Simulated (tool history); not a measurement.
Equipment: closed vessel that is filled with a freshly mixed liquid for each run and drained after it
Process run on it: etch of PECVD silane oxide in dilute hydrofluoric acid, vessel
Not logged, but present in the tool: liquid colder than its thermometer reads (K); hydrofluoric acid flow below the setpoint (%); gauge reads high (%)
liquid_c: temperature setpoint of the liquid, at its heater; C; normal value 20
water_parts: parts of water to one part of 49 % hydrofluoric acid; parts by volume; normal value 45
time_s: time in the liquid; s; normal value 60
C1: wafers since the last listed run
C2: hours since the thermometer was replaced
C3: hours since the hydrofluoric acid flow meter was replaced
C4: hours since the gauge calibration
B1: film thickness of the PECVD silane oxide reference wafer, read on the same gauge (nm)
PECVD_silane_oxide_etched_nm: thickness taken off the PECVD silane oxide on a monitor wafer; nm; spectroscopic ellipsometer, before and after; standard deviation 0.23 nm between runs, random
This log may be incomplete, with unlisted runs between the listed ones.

Run 1, hour 0: usual settings but liquid_c 22 C, water_parts 55 parts by volume; C1 0; C2 1158.2; C3 230.3; C4 1342; B1 40.04. Result: PECVD_silane_oxide_etched_nm 22.6 nm.
Run 2, hour 51.8: usual settings; C1 6087; C2 1210; C3 282.1; C4 1393.8; B1 39.97. Result: PECVD_silane_oxide_etched_nm 25.57 nm.
Run 3, hour 102.4: usual settings; C1 5946; C2 1260.6; C3 332.7; C4 1444.4; B1 40.03. Result: PECVD_silane_oxide_etched_nm 25.98 nm.
Run 4, hour 155.5: usual settings; C1 6239; C2 1313.7; C3 385.8; C4 1497.5; B1 39.98. Result: PECVD_silane_oxide_etched_nm 25.23 nm.
Run 5, hour 202.5: usual settings; C1 5523; C2 1360.7; C3 432.8; C4 1544.5; B1 40.03. Result: PECVD_silane_oxide_etched_nm 25.21 nm.
Run 6, hour 262.8: usual settings; C1 7086; C2 1421; C3 493.1; C4 1604.8; B1 39.99. Result: PECVD_silane_oxide_etched_nm 25.54 nm.
Run 7, hour 320.4: usual settings; C1 6768; C2 1478.6; C3 550.7; C4 1662.4; B1 40.01. Result: PECVD_silane_oxide_etched_nm 25.39 nm.
At hour 331.5: thermometer replaced.
Run 8, hour 374.6: usual settings; C1 6251; C2 43.1; C3 604.9; C4 1716.6; B1 40.05. Result: PECVD_silane_oxide_etched_nm 25.7 nm.
Run 9, hour 438.9: usual settings; C1 7556; C2 107.4; C3 669.2; C4 1780.9; B1 40.03. Result: PECVD_silane_oxide_etched_nm 25.27 nm.
Run 10, hour 479.4: usual settings; C1 4759; C2 147.9; C3 709.7; C4 1821.4; B1 40.03. Result: PECVD_silane_oxide_etched_nm 25.19 nm.
Run 11, hour 528.1: usual settings but liquid_c 22 C, water_parts 60 parts by volume, time_s 90 s; C1 5722; C2 196.6; C3 758.4; C4 1870.1; B1 40.01. Result: PECVD_silane_oxide_etched_nm 30.25 nm.
Run 12, hour 592: usual settings; C1 7509; C2 260.5; C3 822.3; C4 1934; B1 40.02. Result: PECVD_silane_oxide_etched_nm 25.67 nm.
Run 13, hour 648: usual settings; C1 6580; C2 316.5; C3 878.3; C4 1990; B1 40.02. Result: PECVD_silane_oxide_etched_nm 25.73 nm.
Run 14, hour 682.9: usual settings but liquid_c 17 C, water_parts 60 parts by volume, time_s 30 s; C1 4101; C2 351.4; C3 913.2; C4 2024.9; B1 40.01. Result: PECVD_silane_oxide_etched_nm 8.33 nm.
Run 15, hour 732.5: usual settings but liquid_c 24 C, water_parts 55 parts by volume, time_s 40 s; C1 5828; C2 401; C3 962.8; C4 2074.5; B1 40. Result: PECVD_silane_oxide_etched_nm 16.37 nm.
Run 16, hour 765.9: usual settings; C1 3924; C2 434.4; C3 996.2; C4 2107.9; B1 39.99. Result: PECVD_silane_oxide_etched_nm 25.42 nm.
Run 17, hour 809.1: usual settings but liquid_c 24 C, water_parts 60 parts by volume, time_s 75 s; C1 5076; C2 477.6; C3 1039.4; C4 2151.1; B1 39.99. Result: PECVD_silane_oxide_etched_nm 27.55 nm.
Run 18, hour 866.6: usual settings but liquid_c 23.5 C, time_s 45 s; C1 6757; C2 535.1; C3 1096.9; C4 2208.6; B1 39.96. Result: PECVD_silane_oxide_etched_nm 21.93 nm.
At hour 884.6: gauge calibrated.
Run 19, hour 909.6: usual settings but liquid_c 17 C, water_parts 60 parts by volume; C1 5053; C2 578.1; C3 1139.9; C4 25; B1 40.03. Result: PECVD_silane_oxide_etched_nm 16.32 nm.
At hour 931.9: hydrofluoric acid flow meter replaced.
Run 20, hour 953.7: usual settings but liquid_c 23 C; C1 5064; C2 622.2; C3 21.8; C4 69.1; B1 40.02. Result: PECVD_silane_oxide_etched_nm 29.01 nm.
Run 21, hour 979.4: usual settings but water_parts 35 parts by volume, time_s 90 s; C1 3020; C2 647.9; C3 47.5; C4 94.8; B1 39.98. Result: PECVD_silane_oxide_etched_nm 49.8 nm.
Run 22, hour 1019.9: usual settings but liquid_c 18 C, water_parts 60 parts by volume, time_s 95 s; C1 4759; C2 688.4; C3 88; C4 135.3; B1 40.03. Result: PECVD_silane_oxide_etched_nm 27.5 nm.
Run 23, hour 1076.4: usual settings but liquid_c 23.5 C, water_parts 35 parts by volume, time_s 35 s; C1 6639; C2 744.9; C3 144.5; C4 191.8; B1 40.01. Result: PECVD_silane_oxide_etched_nm 22.64 nm.
Run 24, hour 1139.1: usual settings but liquid_c 23.5 C, water_parts 30 parts by volume, time_s 30 s; C1 7368; C2 807.6; C3 207.2; C4 254.5; B1 40.04. Result: PECVD_silane_oxide_etched_nm 22.5 nm.
Run 25, hour 1211.1: usual settings; C1 8461; C2 879.6; C3 279.2; C4 326.5; B1 39.99. Result: PECVD_silane_oxide_etched_nm 25.7 nm.
Run 26, hour 1273.3: usual settings but water_parts 35 parts by volume; C1 7309; C2 941.8; C3 341.4; C4 388.7; B1 40.06. Result: PECVD_silane_oxide_etched_nm 33.15 nm.
Run 27, hour 1333.4: usual settings but liquid_c 17 C, water_parts 40 parts by volume, time_s 30 s; C1 7062; C2 1001.9; C3 401.5; C4 448.8; B1 40.02. Result: PECVD_silane_oxide_etched_nm 12.59 nm.
Run 28, hour 1374.9: usual settings but time_s 45 s; C1 4876; C2 1043.4; C3 443; C4 490.3; B1 39.93. Result: PECVD_silane_oxide_etched_nm 19.04 nm.
Run 29, hour 1446: usual settings but water_parts 35 parts by volume, time_s 40 s; C1 8355; C2 1114.5; C3 514.1; C4 561.4; B1 40.03. Result: PECVD_silane_oxide_etched_nm 21.68 nm.
Run 30, hour 1493.2: usual settings but water_parts 55 parts by volume, time_s 30 s; C1 5546; C2 1161.7; C3 561.3; C4 608.6; B1 40. Result: PECVD_silane_oxide_etched_nm 10.43 nm.
Run 31, hour 1552.5: usual settings but liquid_c 22.5 C, water_parts 25 parts by volume, time_s 85 s; C1 6968; C2 1221; C3 620.6; C4 667.9; B1 39.98. Result: PECVD_silane_oxide_etched_nm 74.66 nm.
At hour 1558.7: thermometer replaced.
Run 32, hour 1615.5: usual settings but time_s 80 s; C1 7285; C2 56.8; C3 683.6; C4 730.9; B1 40. Result: PECVD_silane_oxide_etched_nm 34 nm.
Run 33, hour 1644.8: usual settings; C1 3443; C2 86.1; C3 712.9; C4 760.2; B1 39.97. Result: PECVD_silane_oxide_etched_nm 25.51 nm.

Branching from run 33: 4 alternative next runs. What would each branch give?
Run A, hour 1645.5: usual settings but time_s 30 s; C1 82; C2 86.8; C3 713.6; C4 760.9; B1 ?. Result: PECVD_silane_oxide_etched_nm ?.
Run B, hour 1645.5: usual settings but liquid_c 23.5 C, water_parts 25 parts by volume, time_s 45 s; C1 82; C2 86.8; C3 713.6; C4 760.9; B1 ?. Result: PECVD_silane_oxide_etched_nm ?.
Run C, hour 1645.5: usual settings but liquid_c 17 C, water_parts 35 parts by volume, time_s 40 s; C1 82; C2 86.8; C3 713.6; C4 760.9; B1 ?. Result: PECVD_silane_oxide_etched_nm ?.
Run D, hour 1645.5: usual settings but liquid_c 22.5 C, water_parts 35 parts by volume; C1 82; C2 86.8; C3 713.6; C4 760.9; B1 ?. Result: PECVD_silane_oxide_etched_nm ?.

run     B1  PECVD_silane_oxide_etched_nm
  A  39.99                         13.05
  B  39.99                         41.91
  C  39.99                         19.87
  D  39.99                         37.77
Had the tool no hidden state, the same runs would have come out as:
run  PECVD_silane_oxide_etched_nm
  A                         13.05
  B                         41.91
  C                         19.87
  D                         37.77

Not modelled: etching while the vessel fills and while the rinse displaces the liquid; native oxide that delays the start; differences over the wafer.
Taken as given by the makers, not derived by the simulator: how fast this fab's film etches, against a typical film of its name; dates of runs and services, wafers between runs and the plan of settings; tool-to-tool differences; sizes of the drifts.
